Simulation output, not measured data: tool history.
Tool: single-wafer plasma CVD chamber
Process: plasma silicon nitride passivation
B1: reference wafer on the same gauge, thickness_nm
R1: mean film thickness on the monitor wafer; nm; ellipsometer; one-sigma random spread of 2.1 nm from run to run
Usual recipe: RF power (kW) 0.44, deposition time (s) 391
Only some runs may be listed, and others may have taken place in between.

run 1 hour=0 | RF_power_(kW)=0.44 deposition_time_(s)=391 | B1=657.351 | R1=577.114
run 2 hour=73 | RF_power_(kW)=0.44 deposition_time_(s)=391 | B1=656.443 | R1=578.928
run 3 hour=137.9 | RF_power_(kW)=0.44 deposition_time_(s)=391 | B1=654.908 | R1=575.011
run 4 hour=192.4 | RF_power_(kW)=0.44 deposition_time_(s)=391 | B1=654.024 | R1=578.62
run 5 hour=234.8 | RF_power_(kW)=0.44 deposition_time_(s)=391 | B1=652.559 | R1=573.837
run 6 hour=302 | RF_power_(kW)=0.44 deposition_time_(s)=391 | B1=652.319 | R1=575.809
run 7 hour=351.3 | RF_power_(kW)=0.44 deposition_time_(s)=391 | B1=649.938 | R1=572.103
run 8 hour=399.3 | RF_power_(kW)=0.44 deposition_time_(s)=335 | B1=648.46 | R1=492.161
run 9 hour=458.6 | RF_power_(kW)=0.44 deposition_time_(s)=335 | B1=649.493 | R1=489.885
-- hour=501.3 gauge calibrated
run 10 hour=521 | RF_power_(kW)=0.44 deposition_time_(s)=391 | B1=677.018 | R1=593.356
run 11 hour=601.4 | RF_power_(kW)=0.44 deposition_time_(s)=391 | B1=675.067 | R1=597.355
run 12 hour=686 | RF_power_(kW)=0.41 deposition_time_(s)=437 | B1=673.303 | R1=651.049
-- hour=733.3 showerhead replaced
-- hour=784.6 RF generator calibrated
run 13 hour=945 | RF_power_(kW)=0.44 deposition_time_(s)=391 | B1=668.668 | R1=590.319
run 14 hour=1036 | RF_power_(kW)=0.385 deposition_time_(s)=467 | B1=665.806 | R1=675.794
run 15 hour=1078.1 | RF_power_(kW)=0.44 deposition_time_(s)=391 | B1=666.366 | R1=587.272
run 16 hour=1141 | RF_power_(kW)=0.47 deposition_time_(s)=444 | B1=664.694 | R1=683.973
run 17 hour=1222.3 | RF_power_(kW)=0.39 deposition_time_(s)=347 | B1=663.189 | R1=502.598
run 18 hour=1286.8 | RF_power_(kW)=0.415 deposition_time_(s)=366 | B1=661.822 | R1=538.685
run 19 hour=1344.1 | RF_power_(kW)=0.44 deposition_time_(s)=391 | B1=660.34 | R1=583.498
run 20 hour=1401.8 | RF_power_(kW)=0.39 deposition_time_(s)=331 | B1=658.869 | R1=476.113
run 21 hour=1502.5 | RF_power_(kW)=0.37 deposition_time_(s)=326 | B1=657.216 | R1=461.043
run 22 hour=1558 | RF_power_(kW)=0.44 deposition_time_(s)=391 | B1=657.287 | R1=579.593

Forecast each of these 4 alternatives for the next run:
run A hour=1558.5 | RF_power_(kW)=0.44 deposition_time_(s)=391 | B1=? | R1=?
run B hour=1558.5 | RF_power_(kW)=0.48 deposition_time_(s)=339 | B1=? | R1=?
run C hour=1558.5 | RF_power_(kW)=0.395 deposition_time_(s)=341 | B1=? | R1=?
run D hour=1558.5 | RF_power_(kW)=0.365 deposition_time_(s)=391 | B1=? | R1=?

run=A B1=657.883 R1=577.931
run=B B1=657.883 R1=514.02
run=C B1=657.883 R1=488.365
run=D B1=657.883 R1=547.211
What these runs would have given with no unlogged condition in the tool:
run=A R1=595.63
run=B R1=529.762
run=C R1=503.321
run=D R1=563.969
